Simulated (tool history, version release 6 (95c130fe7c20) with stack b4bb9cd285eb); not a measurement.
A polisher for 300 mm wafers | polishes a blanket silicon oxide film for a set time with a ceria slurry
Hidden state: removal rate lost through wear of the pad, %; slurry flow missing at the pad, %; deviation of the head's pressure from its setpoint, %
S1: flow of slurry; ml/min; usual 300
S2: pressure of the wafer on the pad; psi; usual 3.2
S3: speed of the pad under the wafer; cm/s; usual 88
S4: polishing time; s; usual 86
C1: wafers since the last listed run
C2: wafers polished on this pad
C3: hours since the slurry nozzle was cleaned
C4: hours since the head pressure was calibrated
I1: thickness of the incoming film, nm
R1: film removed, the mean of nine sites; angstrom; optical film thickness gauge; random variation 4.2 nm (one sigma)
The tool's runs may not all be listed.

{"run": 1, "hour": 0.0, "S1": 300, "S2": 4.0, "S3": 88, "S4": 86, "C1": 0, "C2": 708, "C3": 193.6, "C4": 323.8, "I1": 1618.9, "R1": 3459}
{"hour": 25.8, "done": "worn pad replaced by a new one"}
{"run": 2, "hour": 28.7, "S1": 300, "S2": 4.0, "S3": 88, "S4": 86, "C1": 206, "C2": 24, "C3": 222.3, "C4": 352.5, "I1": 1605.5, "R1": 3486}
{"run": 3, "hour": 60.4, "S1": 300, "S2": 3.2, "S3": 76, "S4": 86, "C1": 265, "C2": 289, "C3": 254.0, "C4": 384.2, "I1": 1610.4, "R1": 2706}
{"run": 4, "hour": 86.1, "S1": 300, "S2": 3.2, "S3": 76, "S4": 86, "C1": 215, "C2": 504, "C3": 279.7, "C4": 409.9, "I1": 1609.8, "R1": 2615}
{"run": 5, "hour": 116.5, "S1": 215, "S2": 3.2, "S3": 88, "S4": 65, "C1": 254, "C2": 758, "C3": 310.1, "C4": 440.3, "I1": 1604.9, "R1": 2190}
{"hour": 123.9, "done": "worn pad replaced by a new one"}
{"run": 6, "hour": 150.4, "S1": 215, "S2": 3.2, "S3": 88, "S4": 65, "C1": 250, "C2": 221, "C3": 344.0, "C4": 474.2, "I1": 1614.6, "R1": 2116}
{"hour": 164.6, "done": "slurry nozzle cleaned"}
{"run": 7, "hour": 175.9, "S1": 300, "S2": 3.2, "S3": 88, "S4": 86, "C1": 204, "C2": 426, "C3": 11.3, "C4": 499.7, "I1": 1601.4, "R1": 2852}
{"run": 8, "hour": 195.9, "S1": 300, "S2": 3.2, "S3": 88, "S4": 86, "C1": 167, "C2": 593, "C3": 31.3, "C4": 519.7, "I1": 1630.0, "R1": 2771}

Run 9 comes next. What will it give?
{"hour": 216.3, "done": "worn pad replaced by a new one"}
{"hour": 230.3, "done": "head pressure recalibrated"}
{"run": 9, "hour": 230.8, "S1": 215, "S2": 3.2, "S3": 88, "S4": 65, "C1": 241, "C2": 104, "C3": 66.2, "C4": 0.5, "I1": 1646.1, "R1": "?"}

{"run 9": {"R1": 2343}}
Without the tool's hidden state the same run would have given R1 2323 angstrom.

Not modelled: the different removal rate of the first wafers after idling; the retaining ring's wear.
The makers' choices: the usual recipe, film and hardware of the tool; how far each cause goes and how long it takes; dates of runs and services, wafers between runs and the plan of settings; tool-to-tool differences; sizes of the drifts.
